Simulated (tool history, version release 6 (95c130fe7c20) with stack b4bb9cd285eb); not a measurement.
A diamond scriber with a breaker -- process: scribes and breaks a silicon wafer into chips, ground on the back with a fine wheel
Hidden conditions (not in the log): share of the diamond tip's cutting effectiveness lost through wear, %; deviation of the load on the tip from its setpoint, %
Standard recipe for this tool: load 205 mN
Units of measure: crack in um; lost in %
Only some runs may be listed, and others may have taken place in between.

run	hour	load	wafers since the last listed run	hours since the diamond tip was replaced	hours since the load on the tip was calibrated	incoming depth of the damage left on the back of the incoming wafer, um	crack	lost
1	0.0	186	0	768.8	819.9	2.54	6.13	11.54
2	63.1	186	207	831.9	883.0	2.26	6.29	8.64
3	108.9	205	150	877.7	928.8	2.71	6.94	7.14
4	150.3	205	135	919.1	970.2	2.35	6.89	5.38
5	195.2	240	147	964.0	1015.1	2.91	7.99	5.63
6	236.5	240	135	1005.3	1056.4	2.72	7.88	4.66
7	264.3	205	91	1033.1	1084.2	2.24	6.70	5.27
8	294.2	205	98	1063.0	1114.1	2.57	6.82	7.81
9	360.3	205	216	1129.1	1180.2	2.52	6.66	7.71
10	395.5	172	115	1164.3	1215.4	2.71	5.46	19.22
11	444.7	172	161	1213.5	1264.6	1.77	5.46	16.03
12	475.2	172	100	1244.0	1295.1	2.89	5.37	23.47
# hour 488.3: diamond tip replaced by a new one
13	537.2	205	196	48.9	1357.1	1.59	7.45	1.29
14	598.5	179	201	110.2	1418.4	1.94	6.43	6.39
15	631.3	255	107	143.0	1451.2	2.39	9.09	6.65
16	693.0	150	202	204.7	1512.9	2.10	5.05	23.01
17	728.6	205	116	240.3	1548.5	2.31	7.42	3.41
18	755.4	182	87	267.1	1575.3	1.66	6.41	5.16
19	801.2	266	150	312.9	1621.1	2.24	9.55	7.51
# hour 804.5: load on the tip recalibrated
20	844.4	267	135	356.1	39.9	2.76	9.55	8.80
21	878.9	205	113	390.6	74.4	1.95	7.17	2.36
22	944.2	205	214	455.9	139.7	2.47	7.38	4.65
23	1002.8	156	192	514.5	198.3	2.79	5.18	25.90
24	1037.5	159	113	549.2	233.0	1.65	5.39	16.34

4 options for the next run, each taken on its own from the tool as it stands now. Forecast them:
A	1038.0	205	1	549.7	233.5	1.85	?	?
B	1038.0	245	1	549.7	233.5	1.85	?	?
C	1038.0	237	1	549.7	233.5	1.85	?	?
D	1038.0	243	1	549.7	233.5	1.85	?	?

run	crack	lost
A	7.10	2.36
B	8.51	3.31
C	8.24	2.56
D	8.44	3.11
Take away the tool's hidden state, keep each run's random variation, and the runs would have read:
run	crack	lost
A	7.48	1.81
B	8.97	5.04
C	8.68	3.89
D	8.89	4.74
